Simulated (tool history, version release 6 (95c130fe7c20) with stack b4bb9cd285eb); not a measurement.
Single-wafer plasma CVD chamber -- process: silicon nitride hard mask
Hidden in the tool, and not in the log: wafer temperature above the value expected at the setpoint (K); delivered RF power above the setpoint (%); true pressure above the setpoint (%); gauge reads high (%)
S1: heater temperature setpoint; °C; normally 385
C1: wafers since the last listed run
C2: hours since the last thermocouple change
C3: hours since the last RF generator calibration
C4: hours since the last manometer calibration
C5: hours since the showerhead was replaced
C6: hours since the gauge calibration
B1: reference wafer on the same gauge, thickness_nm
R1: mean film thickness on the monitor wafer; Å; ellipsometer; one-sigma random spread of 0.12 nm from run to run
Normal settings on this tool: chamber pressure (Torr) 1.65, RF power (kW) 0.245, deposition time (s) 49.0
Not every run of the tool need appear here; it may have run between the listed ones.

{"run": 1, "day": 0.0, "S1": 385, "chamber pressure (Torr)": 1.54, "RF power (kW)": 0.245, "deposition time (s)": 49.0, "C1": 0, "C2": 1048.9, "C3": 1401.4, "C4": 2622.1, "C5": 3221.8, "C6": 262.3, "B1": 52.592, "R1": 477.05}
{"run": 2, "day": 1.354, "S1": 385, "chamber pressure (Torr)": 1.65, "RF power (kW)": 0.245, "deposition time (s)": 49.0, "C1": 615, "C2": 1081.4, "C3": 1433.9, "C4": 2654.6, "C5": 3254.3, "C6": 294.8, "B1": 52.58, "R1": 487.47}
{"run": 3, "day": 2.042, "S1": 385, "chamber pressure (Torr)": 1.35, "RF power (kW)": 0.245, "deposition time (s)": 41.2, "C1": 312, "C2": 1097.9, "C3": 1450.4, "C4": 2671.1, "C5": 3270.8, "C6": 311.3, "B1": 52.622, "R1": 381.43}
{"run": 4, "day": 2.8, "S1": 385, "chamber pressure (Torr)": 1.35, "RF power (kW)": 0.245, "deposition time (s)": 41.2, "C1": 344, "C2": 1116.1, "C3": 1468.6, "C4": 2689.3, "C5": 3289.0, "C6": 329.5, "B1": 52.583, "R1": 381.57}
{"run": 5, "day": 3.742, "S1": 385, "chamber pressure (Torr)": 1.35, "RF power (kW)": 0.245, "deposition time (s)": 41.2, "C1": 427, "C2": 1138.7, "C3": 1491.2, "C4": 2711.9, "C5": 3311.6, "C6": 352.1, "B1": 52.577, "R1": 382.0}
{"run": 6, "day": 4.442, "S1": 385, "chamber pressure (Torr)": 1.51, "RF power (kW)": 0.245, "deposition time (s)": 49.0, "C1": 318, "C2": 1155.5, "C3": 1508.0, "C4": 2728.7, "C5": 3328.4, "C6": 368.9, "B1": 52.547, "R1": 473.41}
{"run": 7, "day": 5.783, "S1": 385, "chamber pressure (Torr)": 1.51, "RF power (kW)": 0.245, "deposition time (s)": 49.0, "C1": 609, "C2": 1187.7, "C3": 1540.2, "C4": 2760.9, "C5": 3360.6, "C6": 401.1, "B1": 52.611, "R1": 474.7}
{"run": 8, "day": 7.079, "S1": 385, "chamber pressure (Torr)": 1.65, "RF power (kW)": 0.245, "deposition time (s)": 42.4, "C1": 588, "C2": 1218.8, "C3": 1571.3, "C4": 2792.0, "C5": 3391.7, "C6": 432.2, "B1": 52.62, "R1": 425.1}
{"day": 7.633, "done": "gauge calibrated"}
{"run": 9, "day": 8.462, "S1": 385, "chamber pressure (Torr)": 1.65, "RF power (kW)": 0.245, "deposition time (s)": 42.4, "C1": 628, "C2": 1252.0, "C3": 1604.5, "C4": 2825.2, "C5": 3424.9, "C6": 19.9, "B1": 52.61, "R1": 424.25}
{"run": 10, "day": 9.092, "S1": 385, "chamber pressure (Torr)": 1.65, "RF power (kW)": 0.245, "deposition time (s)": 49.0, "C1": 285, "C2": 1267.1, "C3": 1619.6, "C4": 2840.3, "C5": 3440.0, "C6": 35.0, "B1": 52.593, "R1": 489.57}
{"run": 11, "day": 9.921, "S1": 385, "chamber pressure (Torr)": 1.65, "RF power (kW)": 0.245, "deposition time (s)": 49.0, "C1": 376, "C2": 1287.0, "C3": 1639.5, "C4": 2860.2, "C5": 3459.9, "C6": 54.9, "B1": 52.607, "R1": 489.9}
{"run": 12, "day": 10.833, "S1": 385, "chamber pressure (Torr)": 1.65, "RF power (kW)": 0.29, "deposition time (s)": 41.5, "C1": 414, "C2": 1308.9, "C3": 1661.4, "C4": 2882.1, "C5": 3481.8, "C6": 76.8, "B1": 52.638, "R1": 459.96}
{"day": 11.817, "done": "RF generator calibrated"}
{"run": 13, "day": 11.917, "S1": 385, "chamber pressure (Torr)": 1.65, "RF power (kW)": 0.245, "deposition time (s)": 49.0, "C1": 340, "C2": 1334.9, "C3": 2.4, "C4": 2908.1, "C5": 3507.8, "C6": 102.8, "B1": 52.583, "R1": 477.42}
{"run": 14, "day": 12.483, "S1": 385, "chamber pressure (Torr)": 1.65, "RF power (kW)": 0.245, "deposition time (s)": 49.0, "C1": 257, "C2": 1348.5, "C3": 16.0, "C4": 2921.7, "C5": 3521.4, "C6": 116.4, "B1": 52.586, "R1": 477.7}
{"run": 15, "day": 13.788, "S1": 397, "chamber pressure (Torr)": 1.86, "RF power (kW)": 0.215, "deposition time (s)": 49.0, "C1": 592, "C2": 1379.8, "C3": 47.3, "C4": 2953.0, "C5": 3552.7, "C6": 147.7, "B1": 52.578, "R1": 453.04}
{"day": 15.071, "done": "capacitance manometer re-zeroed and calibrated"}
{"day": 15.538, "done": "thermocouple changed; heater temperature recalibrated"}
{"day": 15.638, "done": "RF generator calibrated, repeated, since the last time left the tool worse"}
{"run": 16, "day": 15.658, "S1": 394, "chamber pressure (Torr)": 1.42, "RF power (kW)": 0.23, "deposition time (s)": 40.4, "C1": 502, "C2": 2.9, "C3": 0.5, "C4": 14.1, "C5": 3597.6, "C6": 192.6, "B1": 52.585, "R1": 377.06}
{"day": 16.004, "done": "showerhead replaced"}
{"run": 17, "day": 16.408, "S1": 385, "chamber pressure (Torr)": 1.44, "RF power (kW)": 0.205, "deposition time (s)": 39.3, "C1": 189, "C2": 20.9, "C3": 18.5, "C4": 32.1, "C5": 9.7, "C6": 210.6, "B1": 52.603, "R1": 343.62}
{"run": 18, "day": 17.608, "S1": 381, "chamber pressure (Torr)": 1.88, "RF power (kW)": 0.245, "deposition time (s)": 49.0, "C1": 545, "C2": 49.7, "C3": 47.3, "C4": 60.9, "C5": 38.5, "C6": 239.4, "B1": 52.587, "R1": 528.25}
{"run": 19, "day": 18.854, "S1": 396, "chamber pressure (Torr)": 1.3, "RF power (kW)": 0.29, "deposition time (s)": 41.4, "C1": 566, "C2": 79.6, "C3": 77.2, "C4": 90.8, "C5": 68.4, "C6": 269.3, "B1": 52.63, "R1": 429.09}
{"run": 20, "day": 19.496, "S1": 393, "chamber pressure (Torr)": 1.54, "RF power (kW)": 0.23, "deposition time (s)": 49.0, "C1": 291, "C2": 95.0, "C3": 92.6, "C4": 106.2, "C5": 83.8, "C6": 284.7, "B1": 52.578, "R1": 469.16}
{"run": 21, "day": 20.621, "S1": 385, "chamber pressure (Torr)": 1.65, "RF power (kW)": 0.245, "deposition time (s)": 49.0, "C1": 511, "C2": 122.0, "C3": 119.6, "C4": 133.2, "C5": 110.8, "C6": 311.7, "B1": 52.63, "R1": 501.44}
{"run": 22, "day": 21.554, "S1": 395, "chamber pressure (Torr)": 1.65, "RF power (kW)": 0.22, "deposition time (s)": 55.4, "C1": 424, "C2": 144.4, "C3": 142.0, "C4": 155.6, "C5": 133.2, "C6": 334.1, "B1": 52.568, "R1": 525.61}
{"run": 23, "day": 22.55, "S1": 391, "chamber pressure (Torr)": 1.8, "RF power (kW)": 0.245, "deposition time (s)": 49.0, "C1": 452, "C2": 168.3, "C3": 165.9, "C4": 179.5, "C5": 157.1, "C6": 358.0, "B1": 52.607, "R1": 515.83}

What differs in the tool's unlogged condition from the final listed run ahead of each entry between runs to the first listed run following it?
Run 8 -> run 9: gauge calibrated (day 7.633)
  delivered RF power above the setpoint (%): -5.85 -> -5.87
  the result without the hidden state subtracted from the measured one, R1: -16.18 -> -16.20 Å
Run 12 -> run 13: RF generator calibrated (day 11.817)
  delivered RF power above the setpoint (%): -5.9 -> -9.57
  the result without the hidden state subtracted from the measured one, R1: -17.09 -> -31.17 Å
Run 15 -> run 16: capacitance manometer re-zeroed and calibrated (day 15.071); thermocouple changed; heater temperature recalibrated (day 15.538); RF generator calibrated, repeated, since the last time left the tool worse (day 15.638)
  delivered RF power above the setpoint (%): -10 -> -0.722
  the result without the hidden state subtracted from the measured one, R1: -32.19 -> -1.74 Å
Run 16 -> run 17: showerhead replaced (day 16.004)
  delivered RF power above the setpoint (%): -0.722 -> -0.904
  the result without the hidden state subtracted from the measured one, R1: -1.74 -> -2.05 Å
